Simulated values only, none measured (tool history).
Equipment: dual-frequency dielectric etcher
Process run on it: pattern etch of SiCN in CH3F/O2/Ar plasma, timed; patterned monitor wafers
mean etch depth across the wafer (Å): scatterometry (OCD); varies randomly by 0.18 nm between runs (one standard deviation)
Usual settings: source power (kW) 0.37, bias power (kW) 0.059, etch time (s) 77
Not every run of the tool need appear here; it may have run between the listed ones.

| run | hour | source power (kW) | bias power (kW) | etch time (s) | read-back reference wafer on the same gauge, depth_nm | mean etch depth across the wafer (Å) |
|---|---|---|---|---|---|---|
| 1 | 0 | 0.37 | 0.059 | 77 | 24.47 | 265.2 |
|  | 15.3 | wet clean of the chamber |
| 2 | 55.2 | 0.37 | 0.059 | 77 | 24.45 | 256.9 |
|  | 127.8 | gauge calibrated |
| 3 | 196.4 | 0.37 | 0.059 | 77 | 24.49 | 262.3 |
| 4 | 246.1 | 0.37 | 0.059 | 65.5 | 24.49 | 222.2 |
| 5 | 344.4 | 0.37 | 0.059 | 65.5 | 24.44 | 222.7 |
|  | 425.9 | wet clean of the chamber |
| 6 | 435.8 | 0.37 | 0.059 | 77 | 24.48 | 256.2 |
| 7 | 514.9 | 0.37 | 0.059 | 77 | 24.51 | 258.1 |
| 8 | 600.3 | 0.37 | 0.059 | 77 | 24.52 | 264.1 |
| 9 | 698.3 | 0.4 | 0.059 | 77 | 24.45 | 270.9 |
| 10 | 755.9 | 0.4 | 0.059 | 77 | 24.49 | 275 |
| 11 | 796.5 | 0.4 | 0.059 | 77 | 24.53 | 273.7 |
| 12 | 864.4 | 0.37 | 0.059 | 63 | 24.49 | 218 |
|  | 910.8 | wet clean of the chamber |
| 13 | 919.3 | 0.35 | 0.063 | 96 | 24.48 | 318.1 |
| 14 | 1020.4 | 0.32 | 0.059 | 77 | 24.51 | 242.8 |
|  | 1055.9 | source power generator calibrated |
| 15 | 1112.1 | 0.37 | 0.059 | 77 | 24.48 | 263.9 |
|  | 1155.2 | gauge calibrated |
| 16 | 1171.6 | 0.37 | 0.046 | 70.5 | 24.47 | 226.3 |
|  | 1206.5 | upper electrode replaced, of another model than before |
| 17 | 1209.9 | 0.37 | 0.059 | 77 | 24.6 | 263.6 |
| 18 | 1257.1 | 0.37 | 0.059 | 77 | 24.47 | 266.2 |
| 19 | 1337.3 | 0.37 | 0.059 | 62.5 | 24.58 | 217.2 |
|  | 1375.9 | wet clean of the chamber |
|  | 1383.8 | bias power generator calibrated |
| 20 | 1401 | 0.37 | 0.048 | 94.5 | 24.52 | 285.3 |
| 21 | 1478.4 | 0.3 | 0.049 | 77 | 24.44 | 225.6 |
| 22 | 1565.1 | 0.37 | 0.054 | 84.5 | 24.44 | 277.6 |
| 23 | 1667.7 | 0.43 | 0.064 | 95.5 | 24.52 | 350.2 |
| 24 | 1743.7 | 0.37 | 0.059 | 77 | 24.46 | 261.6 |
| 25 | 1809.4 | 0.37 | 0.059 | 91 | 24.55 | 314.4 |

Each row is a separate what-if for the run after 25, all from the same tool condition, not one after another. Results?
| A | 1809.8 | 0.37 | 0.059 | 77 | ? | ? |
| B | 1809.8 | 0.32 | 0.05 | 77 | ? | ? |
| C | 1809.8 | 0.37 | 0.072 | 77 | ? | ? |
| D | 1809.8 | 0.45 | 0.045 | 57 | ? | ? |

| run | read-back reference wafer on the same gauge, depth_nm | mean etch depth across the wafer (Å) |
|---|---|---|
| A | 24.47 | 265.6 |
| B | 24.47 | 236.7 |
| C | 24.47 | 291.2 |
| D | 24.47 | 183.3 |
With no hidden state in the tool, these same runs would have given:
| run | mean etch depth across the wafer (Å) |
|---|---|
| A | 255.8 |
| B | 227.9 |
| C | 280.4 |
| D | 176.5 |
